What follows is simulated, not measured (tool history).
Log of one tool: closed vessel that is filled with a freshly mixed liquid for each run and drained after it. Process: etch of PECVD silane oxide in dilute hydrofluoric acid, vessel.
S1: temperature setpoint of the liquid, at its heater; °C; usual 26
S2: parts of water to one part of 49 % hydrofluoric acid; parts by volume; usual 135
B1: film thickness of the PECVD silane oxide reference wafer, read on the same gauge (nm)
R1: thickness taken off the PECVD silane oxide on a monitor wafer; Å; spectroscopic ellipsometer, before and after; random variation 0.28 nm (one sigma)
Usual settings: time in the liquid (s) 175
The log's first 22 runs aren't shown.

{"hour": 1524.3, "done": "hydrofluoric acid flow meter replaced"}
{"run": 23, "hour": 1553.4, "S1": 28.5, "S2": 135, "time in the liquid (s)": 75, "B1": 111.13, "R1": 274.1}
{"run": 24, "hour": 1628.0, "S1": 26, "S2": 135, "time in the liquid (s)": 175, "B1": 111.21, "R1": 583.1}
{"run": 25, "hour": 1730.0, "S1": 26, "S2": 135, "time in the liquid (s)": 175, "B1": 111.33, "R1": 580.1}
{"run": 26, "hour": 1821.2, "S1": 26, "S2": 135, "time in the liquid (s)": 175, "B1": 111.43, "R1": 589.1}
{"run": 27, "hour": 1888.5, "S1": 26, "S2": 90, "time in the liquid (s)": 100, "B1": 111.48, "R1": 532.4}
{"run": 28, "hour": 1959.8, "S1": 27.5, "S2": 135, "time in the liquid (s)": 140, "B1": 111.57, "R1": 491.4}
{"run": 29, "hour": 2043.3, "S1": 26, "S2": 70, "time in the liquid (s)": 175, "B1": 111.63, "R1": 1232.5}
{"run": 30, "hour": 2089.5, "S1": 26, "S2": 80, "time in the liquid (s)": 175, "B1": 111.66, "R1": 1065.1}
{"run": 31, "hour": 2141.3, "S1": 26, "S2": 135, "time in the liquid (s)": 175, "B1": 111.72, "R1": 586.6}
{"run": 32, "hour": 2208.3, "S1": 26, "S2": 135, "time in the liquid (s)": 95, "B1": 111.76, "R1": 319.1}

5 ways to go on from here, each from the tool as it stands after run 32. What would each give?
{"run": "A", "hour": 2209.0, "S1": 26, "S2": 135, "time in the liquid (s)": 175, "B1": "?", "R1": "?"}
{"run": "B", "hour": 2209.0, "S1": 28.5, "S2": 155, "time in the liquid (s)": 220, "B1": "?", "R1": "?"}
{"run": "C", "hour": 2209.0, "S1": 26, "S2": 205, "time in the liquid (s)": 270, "B1": "?", "R1": "?"}
{"run": "D", "hour": 2209.0, "S1": 26, "S2": 180, "time in the liquid (s)": 280, "B1": "?", "R1": "?"}
{"run": "E", "hour": 2209.0, "S1": 26, "S2": 90, "time in the liquid (s)": 175, "B1": "?", "R1": "?"}

run=A B1=111.76 R1=588.8
run=B B1=111.76 R1=690.1
run=C B1=111.76 R1=551.3
run=D B1=111.76 R1=669.9
run=E B1=111.76 R1=934.9
Without the tool's hidden state the same runs would have given:
run=A R1=579.5
run=B R1=679.2
run=C R1=542.6
run=D R1=659.3
run=E R1=920.1
